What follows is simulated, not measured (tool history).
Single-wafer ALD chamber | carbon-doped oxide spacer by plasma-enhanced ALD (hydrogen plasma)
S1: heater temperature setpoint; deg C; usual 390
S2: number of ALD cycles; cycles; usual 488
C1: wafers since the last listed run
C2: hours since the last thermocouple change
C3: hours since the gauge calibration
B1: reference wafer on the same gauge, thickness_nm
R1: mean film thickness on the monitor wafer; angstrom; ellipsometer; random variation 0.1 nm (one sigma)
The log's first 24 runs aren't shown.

run	day	S1	S2	C1	C2	C3	B1	R1
25	23.471	401	488	8	303.5	61.8	30.831	275.45
26	25.717	385	488	26	357.4	115.7	30.833	275.25
27	26.579	403	488	10	378.1	136.4	30.810	274.60
28	27.104	390	488	6	390.7	149.0	30.796	275.36
29	28.508	381	455	16	424.4	182.7	30.818	256.94
30	29.529	379	397	12	448.9	207.2	30.789	225.08
31	30.579	394	536	12	474.1	232.4	30.805	303.08
32	31.583	390	450	11	498.2	256.5	30.774	252.72
33	32.258	390	488	8	514.4	272.7	30.833	275.95

Forecast each of these 3 alternatives for the next run:
A	32.304	390	488	0	515.5	273.8	?	?
B	32.304	396	458	0	515.5	273.8	?	?
C	32.304	398	488	0	515.5	273.8	?	?

run	B1	R1
A	30.831	274.94
B	30.831	258.04
C	30.831	274.94
Without the tool's hidden state the same runs would have given:
run	R1
A	274.94
B	258.04
C	274.94

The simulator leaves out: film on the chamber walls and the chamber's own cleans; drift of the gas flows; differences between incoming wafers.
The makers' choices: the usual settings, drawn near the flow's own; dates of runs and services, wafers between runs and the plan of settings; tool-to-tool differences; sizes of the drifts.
